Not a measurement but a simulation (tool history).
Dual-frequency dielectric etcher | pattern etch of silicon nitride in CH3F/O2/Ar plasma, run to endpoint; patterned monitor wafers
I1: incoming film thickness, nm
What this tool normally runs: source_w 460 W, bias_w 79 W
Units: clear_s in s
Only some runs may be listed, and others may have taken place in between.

Run 1, hour 0.0: usual settings but bias_w 84 W; I1 23.29. Result: clear_s 32.1 s.
At hour 0.8: wet clean of the chamber.
Run 2, hour 52.8: usual settings but source_w 430 W; I1 22.98. Result: clear_s 32.7 s.
Run 3, hour 119.6: usual settings; I1 23.47. Result: clear_s 32.8 s.
Run 4, hour 198.8: usual settings; I1 22.98. Result: clear_s 32.1 s.
Run 5, hour 469.1: usual settings; I1 23.22. Result: clear_s 32.8 s.
At hour 571.6: wet clean of the chamber.
Run 6, hour 572.1: usual settings; I1 23.22. Result: clear_s 32.7 s.
Run 7, hour 672.6: usual settings; I1 23.20. Result: clear_s 32.7 s.
Run 8, hour 885.7: usual settings; I1 23.32. Result: clear_s 33.1 s.
Run 9, hour 960.2: usual settings; I1 23.19. Result: clear_s 32.7 s.
Run 10, hour 1050.7: usual settings; I1 23.19. Result: clear_s 33.1 s.
At hour 1119.2: wet clean of the chamber.
Run 11, hour 1119.7: usual settings; I1 23.24. Result: clear_s 32.6 s.
At hour 1130.2: source power generator calibrated.
Run 12, hour 1152.7: usual settings but source_w 400 W; I1 23.21. Result: clear_s 33.7 s.
Run 13, hour 1236.1: usual settings but source_w 400 W; I1 23.25. Result: clear_s 34.0 s.
Run 14, hour 1295.8: usual settings but source_w 350 W, bias_w 89 W; I1 23.38. Result: clear_s 33.9 s.
At hour 1429.0: upper electrode replaced.
Run 15, hour 1429.5: usual settings but source_w 560 W, bias_w 59 W; I1 23.15. Result: clear_s 35.0 s.
At hour 1636.8: wet clean of the chamber.
At hour 1648.6: bias power generator calibrated.
Run 16, hour 1683.0: usual settings but source_w 490 W, bias_w 69 W; I1 23.39. Result: clear_s 34.2 s.
Run 17, hour 1824.6: usual settings but bias_w 91 W; I1 23.35. Result: clear_s 30.9 s.
Run 18, hour 1875.1: usual settings but source_w 510 W; I1 23.33. Result: clear_s 31.8 s.
Run 19, hour 1927.6: usual settings; I1 23.09. Result: clear_s 32.3 s.
Run 20, hour 1964.3: usual settings but bias_w 89 W; I1 23.16. Result: clear_s 30.8 s.
Run 21, hour 2038.7: usual settings but bias_w 66 W; I1 23.45. Result: clear_s 35.4 s.
At hour 2138.9: wet clean of the chamber.
Run 22, hour 2142.9: usual settings; I1 23.29. Result: clear_s 33.2 s.
Run 23, hour 2203.8: usual settings but source_w 390 W, bias_w 68 W; I1 23.14. Result: clear_s 36.2 s.
Run 24, hour 2262.4: usual settings but bias_w 88 W; I1 23.21. Result: clear_s 31.0 s.
Run 25, hour 2300.7: usual settings but source_w 360 W, bias_w 88 W; I1 23.29. Result: clear_s 33.0 s.
Run 26, hour 2356.3: usual settings but source_w 430 W, bias_w 90 W; I1 23.06. Result: clear_s 31.1 s.

Below are 4 alternative next runs, each starting from the tool's condition after run 26. Predict each:
Run A, hour 2356.7: usual settings; I1 23.34. Result: clear_s ?.
Run B, hour 2356.7: usual settings but source_w 350 W, bias_w 92 W; I1 23.34. Result: clear_s ?.
Run C, hour 2356.7: usual settings but source_w 550 W, bias_w 93 W; I1 23.34. Result: clear_s ?.
Run D, hour 2356.7: usual settings but source_w 350 W, bias_w 63 W; I1 23.34. Result: clear_s ?.

run  clear_s
  A     32.9
  B     33.2
  C     29.2
  D     39.0
Take away the tool's hidden state, keep each run's random variation, and the runs would have read:
run  clear_s
  A     32.9
  B     33.2
  C     29.2
  D     39.0

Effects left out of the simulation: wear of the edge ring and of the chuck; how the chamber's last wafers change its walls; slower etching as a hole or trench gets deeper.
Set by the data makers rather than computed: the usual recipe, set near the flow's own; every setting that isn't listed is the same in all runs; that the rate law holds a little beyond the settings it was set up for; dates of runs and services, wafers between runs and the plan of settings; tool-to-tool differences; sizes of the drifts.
